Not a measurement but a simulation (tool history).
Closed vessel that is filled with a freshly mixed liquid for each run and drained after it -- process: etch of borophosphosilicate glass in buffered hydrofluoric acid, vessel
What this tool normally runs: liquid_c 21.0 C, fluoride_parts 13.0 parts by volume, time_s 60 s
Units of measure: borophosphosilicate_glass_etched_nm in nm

run	day	liquid_c	fluoride_parts	time_s	wafers since the last listed run	hours since the thermometer was replaced	hours since the hydrofluoric acid flow meter was replaced	hours since the gauge calibration	read-back film thickness of the borophosphosilicate glass reference wafer, read on the same gauge (nm)	borophosphosilicate_glass_etched_nm
1	0.000	21.0	13.0	60	0	1239.2	1593.4	129.9	139.99	106.16
2	0.450	21.0	13.0	60	849	1250.0	1604.2	140.7	140.03	107.22
3	1.012	21.0	13.0	60	1061	1263.5	1617.7	154.2	139.99	107.71
4	1.321	21.0	13.0	80	581	1270.9	1625.1	161.6	139.99	142.46
5	1.596	21.0	13.0	80	519	1277.5	1631.7	168.2	139.97	140.70
6	2.262	21.0	13.0	80	1258	1293.5	1647.7	184.2	140.02	141.64
# day 2.358: gauge calibrated
7	2.646	21.0	13.0	60	723	1302.7	1656.9	6.9	140.00	105.20
# day 3.079: hydrofluoric acid flow meter replaced
8	3.221	17.5	16.0	75	1006	1316.5	3.4	20.7	140.00	89.17

For run 9, what comes out?
9	3.708	17.5	8.5	85	920	1328.2	15.1	32.4	?	?

Run 9 yielded read-back film thickness of the borophosphosilicate glass reference wafer, read on the same gauge (nm) 140.00, borophosphosilicate_glass_etched_nm 180.61 nm.
The same run, on a tool lacking any hidden state, would have yielded borophosphosilicate_glass_etched_nm 180.61 nm.
